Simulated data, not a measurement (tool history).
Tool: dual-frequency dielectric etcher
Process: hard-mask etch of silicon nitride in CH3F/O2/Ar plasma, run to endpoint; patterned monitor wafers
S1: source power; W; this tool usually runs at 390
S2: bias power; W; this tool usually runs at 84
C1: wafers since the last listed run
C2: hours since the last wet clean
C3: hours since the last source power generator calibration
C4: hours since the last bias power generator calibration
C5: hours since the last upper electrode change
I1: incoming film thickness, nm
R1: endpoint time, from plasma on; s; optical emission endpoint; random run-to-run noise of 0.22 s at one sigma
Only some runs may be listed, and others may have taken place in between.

run 1 day=0.000 | S1=350 S2=72 | C1=0 C2=9.7 C3=2550.6 C4=2088.8 C5=2363.3 | I1=41.62 | R1=67.7
run 2 day=2.175 | S1=390 S2=84 | C1=470 C2=61.9 C3=2602.8 C4=2141.0 C5=2415.5 | I1=40.79 | R1=60.0
run 3 day=4.442 | S1=390 S2=84 | C1=490 C2=116.3 C3=2657.2 C4=2195.4 C5=2469.9 | I1=41.50 | R1=61.2
run 4 day=5.642 | S1=390 S2=84 | C1=259 C2=145.1 C3=2686.0 C4=2224.2 C5=2498.7 | I1=41.29 | R1=61.1
run 5 day=8.579 | S1=440 S2=94 | C1=635 C2=215.6 C3=2756.5 C4=2294.7 C5=2569.2 | I1=42.20 | R1=56.6
run 6 day=10.562 | S1=440 S2=94 | C1=428 C2=263.2 C3=2804.1 C4=2342.3 C5=2616.8 | I1=41.52 | R1=56.0
run 7 day=12.071 | S1=390 S2=84 | C1=326 C2=299.4 C3=2840.3 C4=2378.5 C5=2653.0 | I1=41.32 | R1=61.0
run 8 day=13.442 | S1=340 S2=84 | C1=296 C2=332.3 C3=2873.2 C4=2411.4 C5=2685.9 | I1=41.51 | R1=65.9
run 9 day=16.362 | S1=310 S2=84 | C1=631 C2=402.4 C3=2943.3 C4=2481.5 C5=2756.0 | I1=41.33 | R1=69.1
-- day=18.317 wet clean of the chamber
run 10 day=19.162 | S1=310 S2=84 | C1=389 C2=20.3 C3=3010.5 C4=2548.7 C5=2823.2 | I1=41.66 | R1=69.6
-- day=20.646 bias power generator calibrated
run 11 day=20.962 | S1=390 S2=68 | C1=353 C2=63.5 C3=3053.7 C4=7.6 C5=2866.4 | I1=41.26 | R1=65.3
-- day=23.612 upper electrode replaced, of another model than before
run 12 day=23.633 | S1=300 S2=75 | C1=361 C2=127.6 C3=3117.8 C4=71.7 C5=0.5 | I1=41.26 | R1=69.8
run 13 day=23.671 | S1=330 S2=76 | C1=8 C2=128.5 C3=3118.7 C4=72.6 C5=1.4 | I1=41.44 | R1=68.3
run 14 day=24.762 | S1=430 S2=84 | C1=236 C2=154.7 C3=3144.9 C4=98.8 C5=27.6 | I1=40.96 | R1=59.7
run 15 day=27.571 | S1=390 S2=84 | C1=607 C2=222.1 C3=3212.3 C4=166.2 C5=95.0 | I1=41.16 | R1=61.3
run 16 day=29.429 | S1=420 S2=68 | C1=401 C2=266.7 C3=3256.9 C4=210.8 C5=139.6 | I1=41.49 | R1=67.3
run 17 day=31.050 | S1=310 S2=103 | C1=350 C2=305.6 C3=3295.8 C4=249.7 C5=178.5 | I1=41.47 | R1=59.6
run 18 day=33.688 | S1=340 S2=70 | C1=570 C2=368.9 C3=3359.1 C4=313.0 C5=241.8 | I1=41.11 | R1=70.1
run 19 day=35.825 | S1=390 S2=84 | C1=462 C2=420.2 C3=3410.4 C4=364.3 C5=293.1 | I1=41.52 | R1=61.8
run 20 day=38.746 | S1=390 S2=84 | C1=631 C2=490.3 C3=3480.5 C4=434.4 C5=363.2 | I1=41.56 | R1=62.0
-- day=39.575 source power generator calibrated
run 21 day=40.262 | S1=460 S2=69 | C1=291 C2=526.7 C3=16.5 C4=470.8 C5=399.6 | I1=41.44 | R1=65.7
-- day=41.417 wet clean of the chamber
run 22 day=47.433 | S1=340 S2=100 | C1=1334 C2=144.4 C3=188.6 C4=642.9 C5=571.7 | I1=41.50 | R1=59.2
run 23 day=49.612 | S1=320 S2=73 | C1=471 C2=196.7 C3=240.9 C4=695.2 C5=624.0 | I1=41.64 | R1=70.5
run 24 day=56.558 | S1=490 S2=84 | C1=1501 C2=363.4 C3=407.6 C4=861.9 C5=790.7 | I1=41.41 | R1=57.9
run 25 day=59.833 | S1=350 S2=84 | C1=708 C2=442.0 C3=486.2 C4=940.5 C5=869.3 | I1=41.30 | R1=62.7
-- day=62.025 wet clean of the chamber
run 26 day=62.046 | S1=390 S2=100 | C1=262 C2=0.5 C3=539.3 C4=993.6 C5=922.4 | I1=41.62 | R1=56.4
run 27 day=64.354 | S1=390 S2=96 | C1=499 C2=55.9 C3=594.7 C4=1049.0 C5=977.8 | I1=41.29 | R1=57.6
run 28 day=67.117 | S1=430 S2=103 | C1=597 C2=122.2 C3=661.0 C4=1115.3 C5=1044.1 | I1=41.83 | R1=54.8
run 29 day=68.967 | S1=350 S2=100 | C1=399 C2=166.6 C3=705.4 C4=1159.7 C5=1088.5 | I1=41.52 | R1=58.0
run 30 day=71.788 | S1=390 S2=77 | C1=609 C2=234.3 C3=773.1 C4=1227.4 C5=1156.2 | I1=41.24 | R1=63.8
run 31 day=74.404 | S1=300 S2=76 | C1=565 C2=297.1 C3=835.9 C4=1290.2 C5=1219.0 | I1=41.40 | R1=69.0
run 32 day=76.333 | S1=390 S2=84 | C1=417 C2=343.4 C3=882.2 C4=1336.5 C5=1265.3 | I1=41.14 | R1=61.1
run 33 day=79.158 | S1=360 S2=77 | C1=610 C2=411.2 C3=950.0 C4=1404.3 C5=1333.1 | I1=41.69 | R1=66.1
-- day=81.346 wet clean of the chamber
run 34 day=81.458 | S1=390 S2=84 | C1=281 C2=2.7 C3=1005.2 C4=1459.5 C5=1388.3 | I1=41.01 | R1=60.9

Selected run-to-run steps in R1, each split into two signed amounts: the part the tool would show with no hidden state at all (from settings, incoming material and random variation), and the remainder, which goes to the hidden state together with any gauge scatter not common to the measured and the hidden-state-free results:
Hidden conditions of the tool in this case: etch rate over this chamber's usual, %; source power that arrives over what is set, %; bias power that arrives over what is set, %.
Run 6 -> 7: S1 440 -> 390, S2 94 -> 84. R1 +5.0 s: hidden state -0.2, all else +5.2.
Run 10 -> 11: S1 310 -> 390, S2 84 -> 68, bias power generator calibrated. R1 -4.3 s: hidden state +1.0, all else -5.3.
Run 17 -> 18: S1 310 -> 340, S2 103 -> 70. R1 +10.5 s: hidden state -0.1, all else +10.6.
Run 19 -> 20: settings left as they were, no log entry in between. R1 +0.2 s: hidden state -0.2, all else +0.4.
Run 22 -> 23: S1 340 -> 320, S2 100 -> 73. R1 +11.3 s: hidden state -0.1, all else +11.4.
Run 23 -> 24: S1 320 -> 490, S2 73 -> 84. R1 -12.6 s: hidden state +0.0, all else -12.6.
